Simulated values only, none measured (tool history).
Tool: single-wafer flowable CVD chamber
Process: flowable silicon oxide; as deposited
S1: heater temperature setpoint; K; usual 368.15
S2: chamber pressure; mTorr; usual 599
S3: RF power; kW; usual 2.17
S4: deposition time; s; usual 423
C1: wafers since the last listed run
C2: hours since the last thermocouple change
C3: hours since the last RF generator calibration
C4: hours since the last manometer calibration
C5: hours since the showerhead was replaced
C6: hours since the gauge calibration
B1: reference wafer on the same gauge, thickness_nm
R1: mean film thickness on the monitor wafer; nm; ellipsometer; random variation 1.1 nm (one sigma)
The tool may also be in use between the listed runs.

run	hour	S1	S2	S3	S4	C1	C2	C3	C4	C5	C6	B1	R1
1	0	368.15	648	2.17	484	0	953	1436.2	3141	7039.4	936.1	256.188	302.73
# hour 22.1: showerhead replaced
2	22.6	368.15	599	2.17	423	75	975.6	1458.8	3163.6	0.5	958.7	255.904	248.868
3	38.1	368.15	599	2.17	423	80	991.1	1474.3	3179.1	16	974.2	256.093	247.945
# hour 63.3: capacitance manometer re-zeroed and calibrated
4	72.2	368.15	599	2.17	423	135	1025.2	1508.4	8.9	50.1	1008.3	255.529	228.184
5	94.2	368.15	599	2.17	423	114	1047.2	1530.4	30.9	72.1	1030.3	256.264	225.715
6	115.5	368.15	599	2.17	423	110	1068.5	1551.7	52.2	93.4	1051.6	256.202	227.694
7	129.3	368.15	705	1.885	423	71	1082.3	1565.5	66	107.2	1065.4	255.857	262.74
8	154.9	381.15	698	1.825	343	132	1107.9	1591.1	91.6	132.8	1091	255.887	142.367
9	170.6	368.15	640	2.17	453	81	1123.6	1606.8	107.3	148.5	1106.7	255.786	261.188
10	201.3	373.15	671	2.33	452	159	1154.3	1637.5	138	179.2	1137.4	256.125	240.997
11	233.1	376.15	599	2.17	423	164	1186.1	1669.3	169.8	211	1169.2	256.114	180.909
12	264	382.15	599	2.17	423	160	1217	1700.2	200.7	241.9	1200.1	255.992	152.789
13	293	368.15	599	2.17	423	150	1246	1729.2	229.7	270.9	1229.1	256.285	232.228
14	310.7	368.15	599	2.17	345	91	1263.7	1746.9	247.4	288.6	1246.8	256.344	186.827
15	341.3	368.15	599	2.575	447	158	1294.3	1777.5	278	319.2	1277.4	255.532	251.029
16	358.2	368.15	599	2.17	423	87	1311.2	1794.4	294.9	336.1	1294.3	256.091	229.914
# hour 385.3: thermocouple changed; heater temperature recalibrated
17	385.8	368.15	599	2.17	423	101	0.5	1822	322.5	363.7	1321.9	256.045	228.538
18	407	368.15	599	2.17	423	109	21.7	1843.2	343.7	384.9	1343.1	256.214	228.285
# hour 418.8: RF generator calibrated
# hour 424.2: gauge calibrated
19	432.5	381.15	599	2.17	423	90	47.2	13.7	369.2	410.4	8.3	255.817	157.611
20	456.1	368.15	599	2.54	423	122	70.8	37.3	392.8	434	31.9	256.188	236.78
21	492.7	368.15	532	2.05	423	189	107.4	73.9	429.4	470.6	68.5	255.939	203.219
22	510.7	359.15	599	1.875	423	93	125.4	91.9	447.4	488.6	86.5	255.719	289.687
23	532.5	375.15	599	2.495	342	113	147.2	113.7	469.2	510.4	108.3	256.258	154.459
24	553.7	368.15	599	1.895	423	109	168.4	134.9	490.4	531.6	129.5	256.116	225.932
25	580	368.15	599	1.99	493	136	194.7	161.2	516.7	557.9	155.8	255.962	266.099
26	644.6	357.15	599	2.17	423	335	259.3	225.8	581.3	622.5	220.4	256.277	312.936
27	678.5	368.15	506	2.585	423	175	293.2	259.7	615.2	656.4	254.3	255.872	202.061

Forecast each of these 5 alternatives for the next run:
A	679	368.15	740	2.17	423	2	293.7	260.2	615.7	656.9	254.8	?	?
B	679	368.15	599	2.055	423	2	293.7	260.2	615.7	656.9	254.8	?	?
C	679	360.15	690	1.95	387	2	293.7	260.2	615.7	656.9	254.8	?	?
D	679	376.15	673	1.9	490	2	293.7	260.2	615.7	656.9	254.8	?	?
E	679	383.15	690	2.17	363	2	293.7	260.2	615.7	656.9	254.8	?	?

run	B1	R1
A	255.838	284.51
B	255.838	228.233
C	255.838	298.525
D	255.838	231.294
E	255.838	146.771
Without the tool's hidden state the same runs would have given:
run	R1
A	277.864
B	222.703
C	291.552
D	225.891
E	143.343
